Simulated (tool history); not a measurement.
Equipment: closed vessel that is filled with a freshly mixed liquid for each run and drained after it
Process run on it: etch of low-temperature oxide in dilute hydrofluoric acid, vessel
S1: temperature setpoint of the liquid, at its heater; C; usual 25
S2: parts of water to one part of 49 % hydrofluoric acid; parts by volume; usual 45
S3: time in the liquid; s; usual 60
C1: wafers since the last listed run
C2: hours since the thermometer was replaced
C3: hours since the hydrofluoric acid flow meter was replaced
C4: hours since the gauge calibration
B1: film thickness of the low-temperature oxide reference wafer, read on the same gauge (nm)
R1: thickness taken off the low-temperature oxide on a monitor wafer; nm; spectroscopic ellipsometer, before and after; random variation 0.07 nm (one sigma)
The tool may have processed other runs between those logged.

run     day    S1  S2  S3    C1      C2      C3      C4      B1     R1
  1       0    25  45  60     0  1133.8   732.1     603  149.99  16.93
  2    1.45    25  45  60  2590  1168.6   766.9   637.8  149.98  16.92
  3   2.154    25  45  60  1257  1185.5   783.8   654.7  149.99  16.76
  4   3.133    25  45  60  1749    1209   807.3   678.2     150  16.78
  5   4.058    25  45  60  1652  1231.2   829.5   700.4  149.99  16.82
  6   8.475    25  45  60  7889  1337.2   935.5   806.4  149.99  16.93
  7  12.204    25  45  60  6661  1426.7    1025   895.9  149.99  16.82
  8      13    25  45  80  1421  1445.8  1044.1     915  149.99  22.43
  9  13.608  21.5  45  60  1086  1460.4  1058.7   929.6  149.99  14.62
 10  14.508    27  55  35  1607    1482  1080.3   951.2  149.99   8.65
 11  15.612    22  55  90  1972  1508.5  1106.8   977.7     150     18
     15.925  -- thermometer replaced
 12  16.754    25  45  60  1964    19.9  1134.2  1005.1  150.01  17.15
 13  17.454    25  45  60  1250    36.7    1151  1021.9     150  17.13
 14    18.7    25  45  60  2225    66.6  1180.9  1051.8  150.01  17.25
 15  19.604  22.5  35  40  1615    88.3  1202.6  1073.5     150  13.47
 16  20.425    25  45  60  1466     108  1222.3  1093.2     150  17.18
 17  21.438    30  45  35  1808   132.3  1246.6  1117.5     150  12.32
 18  22.533    25  45  60  1957   158.6  1272.9  1143.8     150  17.24
     23.479  -- hydrofluoric acid flow meter replaced
 19  23.729    25  45  45  2061   187.3       6  1172.5     150   12.8
 20   25.15  23.5  40  60  2538   221.4    40.1  1206.6     150  18.16
 21  26.017    25  45  60  1548   242.2    60.9  1227.4  150.01  17.22
     26.029  -- gauge calibrated
 22   27.05  29.5  60  75  1845     267    85.7    24.5     150  18.86
 23  28.475    29  30  75  2545   301.2   119.9    58.7  149.99  38.65
 24   29.95    25  50  35  2634   336.6   155.3    94.1     150   8.93
 25  30.458    25  45  60   908   348.8   167.5   106.3  150.01  17.14
 26  32.904    25  45  60  4369   407.5   226.2     165  149.99  17.15
 27  33.488  29.5  45  70  1042   421.5   240.2     179  149.99  24.01
 28  34.646  29.5  40  40  2069   449.3     268   206.8     150  15.59
 29  35.183    27  45  85   960   462.2   280.9   219.7     150  26.27
 30  36.204    25  30  85  1823   486.7   305.4   244.2  150.03  37.09
 31   37.35    25  45  60  2046   514.2   332.9   271.7     150  16.96

Branching from run 31: 5 alternative next runs. What would each branch give?
  A  37.379    25  55  60  52  514.9  333.6  272.4   ?   ?
  B  37.379    25  40  85  52  514.9  333.6  272.4   ?   ?
  C  37.379  29.5  30  50  52  514.9  333.6  272.4   ?   ?
  D  37.379    22  45  60  52  514.9  333.6  272.4   ?   ?
  E  37.379    25  55  75  52  514.9  333.6  272.4   ?   ?

run      B1     R1
  A  150.01  13.85
  B  150.01  27.52
  C  150.01  26.31
  D  150.01  15.14
  E  150.01  17.31
The same runs, with their run-to-run variation unchanged, on a tool lacking any hidden condition would have given:
run     R1
  A  13.96
  B  27.76
  C  26.53
  D  15.28
  E  17.46
